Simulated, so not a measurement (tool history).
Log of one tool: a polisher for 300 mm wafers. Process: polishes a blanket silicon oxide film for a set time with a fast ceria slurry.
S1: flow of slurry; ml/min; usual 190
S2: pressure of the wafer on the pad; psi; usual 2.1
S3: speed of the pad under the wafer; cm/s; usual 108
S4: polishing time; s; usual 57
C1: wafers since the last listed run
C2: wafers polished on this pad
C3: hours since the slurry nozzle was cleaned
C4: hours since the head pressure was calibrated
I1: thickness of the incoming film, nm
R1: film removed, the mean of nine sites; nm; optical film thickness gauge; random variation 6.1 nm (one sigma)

run 1 day=0.000 | S1=190 S2=2.1 S3=108 S4=57 | C1=0 C2=1245 C3=55.9 C4=216.7 | I1=2052.8 | R1=855.8
run 2 day=4.433 | S1=190 S2=2.1 S3=108 S4=57 | C1=731 C2=1977 C3=162.3 C4=323.1 | I1=2095.2 | R1=859.4
run 3 day=8.292 | S1=190 S2=2.1 S3=108 S4=57 | C1=636 C2=2613 C3=254.9 C4=415.7 | I1=2092.8 | R1=867.9
-- day=8.642 worn pad replaced by a new one
run 4 day=10.425 | S1=190 S2=2.1 S3=108 S4=57 | C1=324 C2=294 C3=306.1 C4=466.9 | I1=2035.7 | R1=873.5
run 5 day=13.071 | S1=190 S2=2.1 S3=108 S4=57 | C1=436 C2=731 C3=369.6 C4=530.4 | I1=2044.0 | R1=864.1
run 6 day=17.396 | S1=190 S2=2.1 S3=108 S4=57 | C1=713 C2=1444 C3=473.4 C4=634.2 | I1=2065.3 | R1=884.1
run 7 day=20.629 | S1=190 S2=2.1 S3=108 S4=48 | C1=533 C2=1978 C3=551.0 C4=711.8 | I1=2009.5 | R1=736.0
-- day=23.725 worn pad replaced by a new one
run 8 day=23.746 | S1=190 S2=2.1 S3=108 S4=48 | C1=486 C2=3 C3=625.8 C4=786.6 | I1=2078.3 | R1=736.2
-- day=24.571 slurry nozzle cleaned
run 9 day=26.867 | S1=190 S2=2.1 S3=108 S4=48 | C1=508 C2=511 C3=55.1 C4=861.5 | I1=2043.2 | R1=745.8
-- day=28.621 head pressure recalibrated
run 10 day=31.229 | S1=190 S2=2.1 S3=108 S4=57 | C1=706 C2=1218 C3=159.8 C4=62.6 | I1=2061.3 | R1=902.4
run 11 day=34.242 | S1=190 S2=2.1 S3=108 S4=57 | C1=497 C2=1715 C3=232.1 C4=134.9 | I1=2010.8 | R1=918.6
run 12 day=36.246 | S1=190 S2=2.1 S3=108 S4=57 | C1=330 C2=2045 C3=280.2 C4=183.0 | I1=2050.1 | R1=912.9
run 13 day=38.000 | S1=190 S2=2.1 S3=108 S4=57 | C1=289 C2=2335 C3=322.3 C4=225.1 | I1=2016.5 | R1=925.6
run 14 day=40.062 | S1=205 S2=2.1 S3=108 S4=48 | C1=340 C2=2675 C3=371.8 C4=274.6 | I1=2004.1 | R1=799.2
-- day=41.588 worn pad replaced by a new one
-- day=42.767 head pressure recalibrated, repeated, since the last time left the tool worse
run 15 day=48.629 | S1=230 S2=2.1 S3=88 S4=57 | C1=1372 C2=1147 C3=577.4 C4=140.7 | I1=2033.4 | R1=716.4
run 16 day=52.158 | S1=190 S2=2.1 S3=108 S4=57 | C1=582 C2=1730 C3=662.1 C4=225.4 | I1=2022.0 | R1=861.3
-- day=53.375 slurry nozzle cleaned
run 17 day=54.638 | S1=190 S2=2.7 S3=74 S4=57 | C1=402 C2=2132 C3=30.3 C4=284.9 | I1=2019.6 | R1=760.2
run 18 day=58.762 | S1=190 S2=2.3 S3=108 S4=57 | C1=680 C2=2813 C3=129.3 C4=383.9 | I1=2072.4 | R1=951.1
-- day=60.175 worn pad replaced by a new one
run 19 day=61.721 | S1=190 S2=1.7 S3=72 S4=47 | C1=460 C2=255 C3=200.3 C4=454.9 | I1=2033.3 | R1=381.3
run 20 day=66.121 | S1=190 S2=1.9 S3=138 S4=57 | C1=726 C2=981 C3=305.9 C4=560.5 | I1=2048.8 | R1=987.1
run 21 day=67.738 | S1=190 S2=2.4 S3=130 S4=57 | C1=266 C2=1248 C3=344.7 C4=599.3 | I1=2013.2 | R1=1201.3
run 22 day=75.538 | S1=190 S2=2.1 S3=78 S4=38 | C1=1287 C2=2535 C3=531.9 C4=786.5 | I1=2019.9 | R1=416.0
-- day=76.929 worn pad replaced by a new one
run 23 day=78.500 | S1=190 S2=2.1 S3=108 S4=67 | C1=461 C2=259 C3=603.0 C4=857.6 | I1=2011.2 | R1=1029.3
run 24 day=80.879 | S1=190 S2=2.5 S3=120 S4=57 | C1=392 C2=651 C3=660.1 C4=914.7 | I1=2084.3 | R1=1150.5
-- day=82.204 slurry nozzle cleaned
-- day=83.683 head pressure recalibrated
run 25 day=84.088 | S1=190 S2=2.1 S3=108 S4=57 | C1=508 C2=1160 C3=45.2 C4=9.7 | I1=2037.7 | R1=845.8
run 26 day=87.371 | S1=190 S2=2.7 S3=74 S4=57 | C1=541 C2=1702 C3=124.0 C4=88.5 | I1=2043.7 | R1=757.4

Hidden state at the last listed run before each entry between runs and at the first one after, where it differs:
Between runs 3 and 4: worn pad replaced by a new one (day 8.642)
  deviation of the head's pressure from its setpoint, %: 3.19 -> 3.39
  measured less the result without the state, R1: +26.9 -> +28.7 nm
Between runs 7 and 8: worn pad replaced by a new one (day 23.725)
  deviation of the head's pressure from its setpoint, %: 4.04 -> 4.16
  measured less the result without the state, R1: +28.5 -> +29.4 nm
Between runs 8 and 9: slurry nozzle cleaned (day 24.571)
  deviation of the head's pressure from its setpoint, %: 4.16 -> 4.26
  measured less the result without the state, R1: +29.4 -> +30.5 nm
Between runs 9 and 10: head pressure recalibrated (day 28.621)
  deviation of the head's pressure from its setpoint, %: 4.26 -> 8.64
  measured less the result without the state, R1: +30.5 -> +71.8 nm
Between runs 14 and 15: worn pad replaced by a new one (day 41.588); head pressure recalibrated, repeated, since the last time left the tool worse (day 42.767)
  deviation of the head's pressure from its setpoint, %: 10.5 -> 1.13
  measured less the result without the state, R1: +75.8 -> +8.0 nm
Between runs 16 and 17: slurry nozzle cleaned (day 53.375)
  deviation of the head's pressure from its setpoint, %: 1.83 -> 2.22
  measured less the result without the state, R1: +15.5 -> +16.5 nm
Between runs 18 and 19: worn pad replaced by a new one (day 60.175)
  deviation of the head's pressure from its setpoint, %: 2.75 -> 3.05
  measured less the result without the state, R1: +25.5 -> +11.2 nm
Between runs 22 and 23: worn pad replaced by a new one (day 76.929)
  deviation of the head's pressure from its setpoint, %: 3.86 -> 3.95
  measured less the result without the state, R1: +15.5 -> +39.1 nm
Between runs 24 and 25: slurry nozzle cleaned (day 82.204); head pressure recalibrated (day 83.683)
  deviation of the head's pressure from its setpoint, %: 4.02 -> 0.749
  measured less the result without the state, R1: +44.4 -> +6.3 nm

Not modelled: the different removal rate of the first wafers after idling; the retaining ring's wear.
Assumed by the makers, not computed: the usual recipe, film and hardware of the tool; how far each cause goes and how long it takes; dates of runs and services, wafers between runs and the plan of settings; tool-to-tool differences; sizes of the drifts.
